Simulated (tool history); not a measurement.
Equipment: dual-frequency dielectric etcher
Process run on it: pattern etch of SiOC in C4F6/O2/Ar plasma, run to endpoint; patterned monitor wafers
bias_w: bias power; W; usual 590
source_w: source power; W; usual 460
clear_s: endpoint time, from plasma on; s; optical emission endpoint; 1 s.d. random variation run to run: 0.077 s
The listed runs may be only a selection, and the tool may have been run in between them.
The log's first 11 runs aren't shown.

run	day	bias_w	source_w	incoming incoming film thickness, nm	clear_s
12	29.650	590	460	33.18	10.2
# day 32.650: wet clean of the chamber
13	33.088	590	460	33.51	10.1
14	36.908	590	460	33.25	10.1
15	41.242	590	460	33.39	10.2
16	45.121	590	460	33.40	10.2
17	48.346	523	380	33.19	11.9
18	51.958	590	390	33.52	11.0
# day 52.508: bias power generator calibrated
19	54.029	696	410	33.38	9.3
# day 56.338: wet clean of the chamber
20	58.517	590	460	33.20	9.7
21	61.771	705	360	33.43	9.9
22	65.504	590	460	33.57	9.9
23	67.342	590	460	33.49	9.8
# day 68.325: source power generator calibrated
24	71.462	727	530	33.37	8.2
25	74.254	590	570	33.38	8.9
26	77.517	690	420	33.53	9.4
# day 79.717: wet clean of the chamber
27	81.154	656	460	33.37	9.2
# day 83.650: upper electrode replaced
28	85.562	510	370	33.12	11.9
29	89.467	459	390	33.58	12.6

Run 30, settings as shown, results not yet in. Your forecast:
30	93.679	590	460	33.49	?

{"run 30": {"clear_s": 10.1}}
Minus the tool's unlogged condition, the same run would have read clear_s 10.0 s.

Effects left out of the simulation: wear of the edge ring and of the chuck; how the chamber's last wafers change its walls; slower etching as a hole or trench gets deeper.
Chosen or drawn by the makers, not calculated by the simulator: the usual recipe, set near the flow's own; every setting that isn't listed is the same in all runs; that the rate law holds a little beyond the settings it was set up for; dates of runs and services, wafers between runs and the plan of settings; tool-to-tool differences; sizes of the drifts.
